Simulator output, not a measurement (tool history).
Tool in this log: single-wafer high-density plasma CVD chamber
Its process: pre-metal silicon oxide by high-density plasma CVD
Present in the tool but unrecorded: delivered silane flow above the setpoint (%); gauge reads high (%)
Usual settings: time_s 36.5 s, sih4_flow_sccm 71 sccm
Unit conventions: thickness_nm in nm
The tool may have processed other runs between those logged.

run    hour  time_s  sih4_flow_sccm  wafers since the last listed run  hours since the silane flow controller was replaced  hours since the gauge calibration  read-back reference wafer on the same gauge, thickness_nm  thickness_nm
  1       0    33.5              71                                 0                                               1653.6                                647                                                    281.487       252.778
  2    77.9    36.5              71                              2718                                               1731.5                              724.9                                                    280.881       274.841
  3   148.6    36.5              71                              2467                                               1802.2                              795.6                                                    280.737       274.989
  4     219    36.5              71                              2456                                               1872.6                                866                                                    281.363       273.441
  5   296.8    36.5              71                              2714                                               1950.4                              943.8                                                     280.98       274.492
  6   335.2    36.5              71                              1340                                               1988.8                              982.2                                                    281.066       273.226
  7   394.2    36.5              71                              2058                                               2047.8                             1041.2                                                    281.061        275.85
  8     476    36.5              71                              2854                                               2129.6                               1123                                                    281.007       275.207
  9   556.7    36.5              71                              2816                                               2210.3                             1203.7                                                    281.212       274.264
 10   635.1    36.5              71                              2735                                               2288.7                             1282.1                                                    281.232       274.849
 11   684.2    36.5              71                              1713                                               2337.8                             1331.2                                                    281.138        275.26
 12   775.1    36.5              71                              3172                                               2428.7                             1422.1                                                    280.939       274.247
 13   827.9    36.5              71                              1842                                               2481.5                             1474.9                                                     281.03       275.148
 14   888.3    36.5              71                              2107                                               2541.9                             1535.3                                                    281.019       274.233
      915.1  -- silane flow controller replaced
 15   926.3    36.5              71                              1046                                                 11.2                             1573.3                                                    280.842       274.869
 16    1023    36.5              82                              3374                                                107.9                               1670                                                    281.272       311.236
 17  1085.3    36.5              71                              2174                                                170.2                             1732.3                                                    281.436       275.333
 18  1131.9    36.5              71                              1626                                                216.8                             1778.9                                                    281.186       274.446
 19  1224.8    36.5              71                              3241                                                309.7                             1871.8                                                    280.444        275.13
 20  1299.5    36.5              71                              2606                                                384.4                             1946.5                                                    281.608       275.604
 21  1365.7    33.1              63                              2310                                                450.6                             2012.7                                                    281.358       224.312
 22  1436.9    36.5              71                              2484                                                521.8                             2083.9                                                    280.919       276.022
 23  1498.6    36.5              71                              2153                                                583.5                             2145.6                                                    280.933       274.793
 24  1549.9    36.5              59                              1790                                                634.8                             2196.9                                                    280.774       237.558
 25  1593.9    36.5              71                              1535                                                678.8                             2240.9                                                    281.157       274.818
 26  1641.5    36.5              71                              1661                                                726.4                             2288.5                                                    281.626       274.635
     1664.3  -- gauge calibrated
 27  1717.7    43.3              62                              2659                                                802.6                               53.4                                                    281.094       291.101
 28  1772.8    41.1              71                              1922                                                857.7                              108.5                                                    280.988       308.571
 29  1849.6    32.8              83                              2680                                                934.5                              185.3                                                    280.523        282.23
 30  1927.7    43.3              80                              2725                                               1012.6                              263.4                                                    281.256        361.91
 31    2003    36.5              71                              2627                                               1087.9                              338.7                                                    280.823       272.929

What does the tool deliver on the next run?
 32  2042    36.5              71                              1360                                               1126.9                              377.7                                                          ?             ?

Logged for run 32: read-back reference wafer on the same gauge, thickness_nm 281.558, thickness_nm 273.853 nm.
On a tool with no hidden condition, and with the same random variation, this run would have come out at thickness_nm 273.853 nm.

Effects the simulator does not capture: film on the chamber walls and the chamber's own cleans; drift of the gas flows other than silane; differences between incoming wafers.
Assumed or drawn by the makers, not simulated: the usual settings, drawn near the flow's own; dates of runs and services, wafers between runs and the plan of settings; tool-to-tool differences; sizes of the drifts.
